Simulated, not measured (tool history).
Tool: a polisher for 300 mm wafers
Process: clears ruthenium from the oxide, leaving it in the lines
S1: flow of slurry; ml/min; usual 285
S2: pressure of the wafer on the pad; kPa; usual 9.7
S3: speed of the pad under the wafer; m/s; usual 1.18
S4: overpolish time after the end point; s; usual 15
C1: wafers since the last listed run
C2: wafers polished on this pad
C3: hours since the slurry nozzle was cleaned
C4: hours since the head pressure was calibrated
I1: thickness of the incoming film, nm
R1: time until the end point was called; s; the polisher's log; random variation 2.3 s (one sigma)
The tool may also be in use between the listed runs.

| run | hour | S1 | S2 | S3 | S4 | C1 | C2 | C3 | C4 | I1 | R1 |
|---|---|---|---|---|---|---|---|---|---|---|---|
| 1 | 0 | 325 | 9.7 | 1.18 | 18 | 0 | 1403 | 587.6 | 541.3 | 135.3 | 162.3 |
|  | 13.4 | worn pad replaced by a new one |
| 2 | 101.6 | 325 | 9.7 | 1.18 | 18 | 429 | 387 | 689.2 | 642.9 | 134.3 | 158.4 |
| 3 | 164.3 | 285 | 6.9 | 1 | 15 | 275 | 663 | 751.9 | 705.6 | 135.4 | 259.6 |
| 4 | 191.5 | 285 | 6.9 | 1 | 15 | 119 | 783 | 779.1 | 732.8 | 137 | 271 |
|  | 224 | slurry nozzle cleaned |
| 5 | 227.7 | 285 | 9.7 | 1.18 | 15 | 154 | 938 | 3.7 | 769 | 135.1 | 163.9 |
| 6 | 261.5 | 285 | 9.7 | 1.18 | 15 | 148 | 1086 | 37.5 | 802.8 | 136 | 163.5 |
| 7 | 293.3 | 285 | 9.7 | 1.18 | 15 | 139 | 1226 | 69.3 | 834.6 | 136.2 | 162.7 |
|  | 301.9 | worn pad replaced by a new one |
| 8 | 320.3 | 285 | 9.7 | 1.18 | 15 | 101 | 80 | 96.3 | 861.6 | 135.7 | 165.6 |
| 9 | 354.6 | 285 | 9.7 | 1.18 | 15 | 150 | 231 | 130.6 | 895.9 | 136.7 | 163.2 |
| 10 | 474.9 | 285 | 9.7 | 1.18 | 15 | 529 | 760 | 250.9 | 1016.2 | 135.8 | 163.6 |
| 11 | 533.6 | 285 | 9.7 | 1.48 | 20 | 258 | 1019 | 309.6 | 1074.9 | 136.6 | 134 |
| 12 | 614.6 | 285 | 9.7 | 1.48 | 20 | 356 | 1375 | 390.6 | 1155.9 | 133.8 | 131.6 |
| 13 | 648.4 | 285 | 9.7 | 1.48 | 20 | 148 | 1524 | 424.4 | 1189.7 | 136.5 | 131.4 |
|  | 652.4 | worn pad replaced by a new one |
| 14 | 691.9 | 285 | 9.7 | 1.18 | 15 | 173 | 173 | 467.9 | 1233.2 | 133.5 | 161.6 |
| 15 | 742.4 | 285 | 9.7 | 1.18 | 15 | 222 | 395 | 518.4 | 1283.7 | 134.4 | 166.6 |
| 16 | 805.3 | 285 | 9.7 | 1.18 | 15 | 276 | 672 | 581.3 | 1346.6 | 133.3 | 163.1 |
| 17 | 855.1 | 285 | 9.7 | 0.92 | 9 | 219 | 891 | 631.1 | 1396.4 | 135.8 | 212.2 |
| 18 | 885.8 | 315 | 9.7 | 1.18 | 15 | 135 | 1026 | 661.8 | 1427.1 | 134.3 | 161.9 |
| 19 | 931.9 | 370 | 11.7 | 1.44 | 15 | 202 | 1229 | 707.9 | 1473.2 | 136.7 | 110.2 |
| 20 | 978.9 | 285 | 12.4 | 0.84 | 15 | 206 | 1436 | 754.9 | 1520.2 | 136.9 | 184.2 |
|  | 1001.7 | head pressure recalibrated |
|  | 1001.8 | worn pad replaced by a new one |
| 21 | 1046.9 | 285 | 9.7 | 1.48 | 20 | 290 | 198 | 822.9 | 45.2 | 133.2 | 129.6 |
| 22 | 1073.3 | 285 | 9.7 | 1.18 | 15 | 116 | 314 | 849.3 | 71.6 | 134.6 | 164.1 |
| 23 | 1140.8 | 380 | 12.4 | 1.18 | 15 | 296 | 611 | 916.8 | 139.1 | 135.6 | 126.2 |
| 24 | 1198.9 | 340 | 9.7 | 1.18 | 15 | 255 | 867 | 974.9 | 197.2 | 132.1 | 156.4 |
|  | 1222.2 | slurry nozzle cleaned |
| 25 | 1227.1 | 285 | 9.7 | 1.54 | 20 | 119 | 986 | 4.9 | 225.4 | 134.3 | 124.3 |
| 26 | 1253 | 285 | 7.6 | 1.18 | 15 | 113 | 1100 | 30.8 | 251.3 | 135 | 200.6 |
| 27 | 1322.8 | 310 | 9.7 | 1.18 | 15 | 307 | 1407 | 100.6 | 321.1 | 134.4 | 160.1 |
|  | 1367.2 | worn pad replaced by a new one |
| 28 | 1389.2 | 285 | 9.7 | 1.18 | 8 | 274 | 96 | 167 | 387.5 | 135.2 | 166.2 |
| 29 | 1453.1 | 380 | 9.7 | 1.34 | 21 | 281 | 377 | 230.9 | 451.4 | 135 | 141.2 |
| 30 | 1493.1 | 285 | 9.7 | 1.18 | 15 | 175 | 553 | 270.9 | 491.4 | 135.2 | 167.9 |
| 31 | 1651.7 | 285 | 9.7 | 1.18 | 15 | 697 | 1251 | 429.5 | 650 | 133.5 | 157.8 |

The tool's hidden state at each run:
removal rate lost through wear of the pad, %: 0 in every run
slurry flow missing at the pad, %: 0 in every run
deviation of the head's pressure from its setpoint, %: 0 in every run
